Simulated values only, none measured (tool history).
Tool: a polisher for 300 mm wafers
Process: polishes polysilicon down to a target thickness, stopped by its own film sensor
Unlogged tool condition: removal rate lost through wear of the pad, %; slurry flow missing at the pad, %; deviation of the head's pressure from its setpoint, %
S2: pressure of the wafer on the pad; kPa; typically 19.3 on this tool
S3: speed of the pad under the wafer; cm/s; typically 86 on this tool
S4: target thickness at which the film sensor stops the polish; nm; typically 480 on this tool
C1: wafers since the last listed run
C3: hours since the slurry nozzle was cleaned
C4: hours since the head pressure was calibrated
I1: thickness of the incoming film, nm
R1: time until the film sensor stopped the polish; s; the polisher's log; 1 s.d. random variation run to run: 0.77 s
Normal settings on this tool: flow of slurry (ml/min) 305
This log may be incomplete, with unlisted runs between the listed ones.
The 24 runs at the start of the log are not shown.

run 25 day=12.188 | flow_of_slurry_(ml/min)=305 S2=14.5 S3=86 S4=521 | C1=183 wafers_polished_on_this_pad=629 C3=359.8 C4=57.4 | I1=884.7 | R1=60.2
run 26 day=12.596 | flow_of_slurry_(ml/min)=270 S2=19.3 S3=86 S4=569 | C1=126 wafers_polished_on_this_pad=756 C3=369.6 C4=67.2 | I1=883.2 | R1=41.8
run 27 day=14.225 | flow_of_slurry_(ml/min)=305 S2=13.8 S3=86 S4=480 | C1=506 wafers_polished_on_this_pad=1262 C3=408.7 C4=106.3 | I1=863.9 | R1=63.2
-- day=14.438 slurry nozzle cleaned
-- day=14.846 worn pad replaced by a new one
run 28 day=14.867 | flow_of_slurry_(ml/min)=305 S2=19.3 S3=86 S4=480 | C1=134 wafers_polished_on_this_pad=6 C3=10.3 C4=121.7 | I1=880.8 | R1=46.2
run 29 day=15.429 | flow_of_slurry_(ml/min)=305 S2=19.3 S3=86 S4=480 | C1=174 wafers_polished_on_this_pad=181 C3=23.8 C4=135.2 | I1=882.4 | R1=47.1
run 30 day=16.008 | flow_of_slurry_(ml/min)=305 S2=24.8 S3=86 S4=480 | C1=179 wafers_polished_on_this_pad=361 C3=37.7 C4=149.1 | I1=881.5 | R1=37.8
run 31 day=16.512 | flow_of_slurry_(ml/min)=255 S2=17.2 S3=86 S4=480 | C1=156 wafers_polished_on_this_pad=518 C3=49.8 C4=161.2 | I1=891.6 | R1=54.8
run 32 day=17.258 | flow_of_slurry_(ml/min)=305 S2=15.9 S3=102 S4=480 | C1=231 wafers_polished_on_this_pad=749 C3=67.7 C4=179.1 | I1=880.8 | R1=48.6
run 33 day=17.538 | flow_of_slurry_(ml/min)=305 S2=15.9 S3=74 S4=480 | C1=86 wafers_polished_on_this_pad=836 C3=74.4 C4=185.8 | I1=881.9 | R1=63.3
run 34 day=17.929 | flow_of_slurry_(ml/min)=255 S2=17.2 S3=86 S4=480 | C1=121 wafers_polished_on_this_pad=958 C3=83.8 C4=195.2 | I1=865.7 | R1=52.3
-- day=19.412 worn pad replaced by a new one
run 35 day=19.929 | flow_of_slurry_(ml/min)=385 S2=13.8 S3=86 S4=436 | C1=569 wafers_polished_on_this_pad=160 C3=131.8 C4=243.2 | I1=880.2 | R1=66.8
run 36 day=20.308 | flow_of_slurry_(ml/min)=250 S2=19.3 S3=96 S4=577 | C1=117 wafers_polished_on_this_pad=278 C3=140.9 C4=252.3 | I1=895.7 | R1=36.4
run 37 day=20.796 | flow_of_slurry_(ml/min)=305 S2=19.3 S3=56 S4=480 | C1=151 wafers_polished_on_this_pad=429 C3=152.6 C4=264 | I1=886.7 | R1=70.3
run 38 day=21.362 | flow_of_slurry_(ml/min)=305 S2=19.3 S3=86 S4=480 | C1=176 wafers_polished_on_this_pad=605 C3=166.2 C4=277.6 | I1=880.7 | R1=48.4

Forecast each of these 3 alternatives for the next run:
run A day=21.379 | flow_of_slurry_(ml/min)=305 S2=19.3 S3=86 S4=406 | C1=5 wafers_polished_on_this_pad=610 C3=166.6 C4=278 | I1=882.5 | R1=?
run B day=21.379 | flow_of_slurry_(ml/min)=410 S2=19.3 S3=70 S4=419 | C1=5 wafers_polished_on_this_pad=610 C3=166.6 C4=278 | I1=882.5 | R1=?
run C day=21.379 | flow_of_slurry_(ml/min)=255 S2=24.8 S3=86 S4=558 | C1=5 wafers_polished_on_this_pad=610 C3=166.6 C4=278 | I1=882.5 | R1=?

run=A R1=58.8
run=B R1=65.1
run=C R1=33
Take away the tool's hidden state, keep each run's random variation, and the runs would have read:
run=A R1=56.5
run=B R1=63.2
run=C R1=31.4

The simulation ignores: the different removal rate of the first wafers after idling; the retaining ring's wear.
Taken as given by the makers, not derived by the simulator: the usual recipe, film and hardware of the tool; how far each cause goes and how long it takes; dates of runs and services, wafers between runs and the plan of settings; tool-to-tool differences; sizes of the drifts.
